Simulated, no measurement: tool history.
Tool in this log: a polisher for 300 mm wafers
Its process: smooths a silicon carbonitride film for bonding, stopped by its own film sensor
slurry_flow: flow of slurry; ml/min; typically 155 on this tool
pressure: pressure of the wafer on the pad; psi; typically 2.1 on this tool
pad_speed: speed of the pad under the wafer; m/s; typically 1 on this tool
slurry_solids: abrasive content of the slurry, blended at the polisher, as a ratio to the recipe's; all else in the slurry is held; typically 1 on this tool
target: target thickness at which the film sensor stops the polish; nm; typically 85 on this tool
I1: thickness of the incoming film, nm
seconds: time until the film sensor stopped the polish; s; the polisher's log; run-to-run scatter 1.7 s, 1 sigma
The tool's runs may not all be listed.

run 1 hour=0 | slurry_flow=155 pressure=2.1 pad_speed=1 slurry_solids=1 target=85 | I1=111.5 | seconds=106.4
run 2 hour=66.2 | slurry_flow=155 pressure=2.1 pad_speed=1 slurry_solids=1 target=85 | I1=110.1 | seconds=104.2
-- hour=122.8 slurry blender recalibrated
run 3 hour=127 | slurry_flow=115 pressure=2.1 pad_speed=1 slurry_solids=1 target=82 | I1=109.8 | seconds=101.4
-- hour=146 slurry nozzle cleaned
run 4 hour=210.1 | slurry_flow=155 pressure=2.1 pad_speed=1 slurry_solids=1 target=85 | I1=109.7 | seconds=87.6
-- hour=223 head pressure recalibrated
run 5 hour=276.3 | slurry_flow=155 pressure=2.1 pad_speed=1 slurry_solids=1 target=85 | I1=109.2 | seconds=89.3
run 6 hour=328.2 | slurry_flow=155 pressure=2.1 pad_speed=1 slurry_solids=1.15 target=85 | I1=108.4 | seconds=87
-- hour=359.7 worn pad replaced by a new one
run 7 hour=388.6 | slurry_flow=155 pressure=2.1 pad_speed=1 slurry_solids=1.15 target=85 | I1=109.1 | seconds=90.4
run 8 hour=448.1 | slurry_flow=155 pressure=2.1 pad_speed=1 slurry_solids=1.15 target=85 | I1=109.9 | seconds=88.9
run 9 hour=501 | slurry_flow=185 pressure=2.1 pad_speed=1 slurry_solids=1 target=85 | I1=110.5 | seconds=98.2
run 10 hour=571.3 | slurry_flow=185 pressure=2.1 pad_speed=1 slurry_solids=1 target=85 | I1=110.2 | seconds=96.9
-- hour=629.8 slurry blender recalibrated
run 11 hour=650.5 | slurry_flow=155 pressure=2.1 pad_speed=1 slurry_solids=1 target=88 | I1=109.2 | seconds=72.5
run 12 hour=721.9 | slurry_flow=155 pressure=2.1 pad_speed=1 slurry_solids=1 target=85 | I1=109.4 | seconds=89.4
run 13 hour=815.5 | slurry_flow=155 pressure=2.1 pad_speed=1 slurry_solids=0.85 target=85 | I1=110.4 | seconds=99.2
-- hour=842.2 worn pad replaced by a new one
run 14 hour=870.1 | slurry_flow=100 pressure=2.1 pad_speed=1 slurry_solids=0.75 target=85 | I1=109.8 | seconds=111.8
run 15 hour=933.9 | slurry_flow=155 pressure=2.1 pad_speed=1 slurry_solids=1 target=85 | I1=108.5 | seconds=90.8
-- hour=975.3 slurry nozzle cleaned
run 16 hour=1011 | slurry_flow=140 pressure=1.6 pad_speed=0.88 slurry_solids=1 target=85 | I1=108.6 | seconds=139
run 17 hour=1065.8 | slurry_flow=155 pressure=2.1 pad_speed=1 slurry_solids=1 target=85 | I1=110.9 | seconds=100.7
run 18 hour=1115.6 | slurry_flow=125 pressure=2.1 pad_speed=1 slurry_solids=1 target=78 | I1=110.7 | seconds=132.9
run 19 hour=1153.3 | slurry_flow=195 pressure=1.7 pad_speed=1.22 slurry_solids=1 target=92 | I1=110.6 | seconds=76
-- hour=1192.4 slurry blender recalibrated
run 20 hour=1200.7 | slurry_flow=155 pressure=2.1 pad_speed=1 slurry_solids=1 target=77 | I1=110 | seconds=114.2
-- hour=1276.3 worn pad replaced by a new one
run 21 hour=1277.2 | slurry_flow=155 pressure=2.1 pad_speed=1 slurry_solids=1 target=85 | I1=111.4 | seconds=92
run 22 hour=1332.7 | slurry_flow=155 pressure=2.1 pad_speed=1 slurry_solids=1 target=85 | I1=109.9 | seconds=90.7
-- hour=1348.6 head pressure recalibrated
run 23 hour=1432.9 | slurry_flow=195 pressure=2.1 pad_speed=1.18 slurry_solids=1 target=85 | I1=109.3 | seconds=77.6
run 24 hour=1530.2 | slurry_flow=170 pressure=2.3 pad_speed=0.64 slurry_solids=0.85 target=85 | I1=108.3 | seconds=118.4
run 25 hour=1606.7 | slurry_flow=155 pressure=2.8 pad_speed=1.24 slurry_solids=1.15 target=85 | I1=110.6 | seconds=61.6
-- hour=1705.4 slurry nozzle cleaned
-- hour=1730.1 slurry blender recalibrated
-- hour=1839.9 worn pad replaced by a new one
run 26 hour=1918.8 | slurry_flow=155 pressure=2.1 pad_speed=1 slurry_solids=1 target=83 | I1=109.5 | seconds=103.9
run 27 hour=1972 | slurry_flow=155 pressure=2.1 pad_speed=1 slurry_solids=1 target=85 | I1=109.5 | seconds=92
run 28 hour=2189.9 | slurry_flow=130 pressure=2.4 pad_speed=1 slurry_solids=1 target=85 | I1=110.5 | seconds=91
-- hour=2247.2 slurry blender recalibrated
run 29 hour=2272.1 | slurry_flow=155 pressure=2.1 pad_speed=1 slurry_solids=1 target=85 | I1=109.2 | seconds=85.1

Branching from run 29: 5 alternative next runs. What would each branch give?
run A hour=2272.6 | slurry_flow=155 pressure=2.1 pad_speed=1 slurry_solids=1 target=85 | I1=110.8 | seconds=?
run B hour=2272.6 | slurry_flow=155 pressure=2.1 pad_speed=1 slurry_solids=1.3 target=85 | I1=110.8 | seconds=?
run C hour=2272.6 | slurry_flow=155 pressure=2.1 pad_speed=1.22 slurry_solids=1 target=93 | I1=110.8 | seconds=?
run D hour=2272.6 | slurry_flow=135 pressure=2.1 pad_speed=1 slurry_solids=1 target=85 | I1=110.8 | seconds=?
run E hour=2272.6 | slurry_flow=155 pressure=2.1 pad_speed=0.9 slurry_solids=1 target=85 | I1=110.8 | seconds=?

run=A seconds=88.7
run=B seconds=81.9
run=C seconds=52.2
run=D seconds=90.7
run=E seconds=96.5
Had the tool no hidden state, the same runs would have come out as:
run=A seconds=85.5
run=B seconds=79.2
run=C seconds=50.3
run=D seconds=87.4
run=E seconds=93

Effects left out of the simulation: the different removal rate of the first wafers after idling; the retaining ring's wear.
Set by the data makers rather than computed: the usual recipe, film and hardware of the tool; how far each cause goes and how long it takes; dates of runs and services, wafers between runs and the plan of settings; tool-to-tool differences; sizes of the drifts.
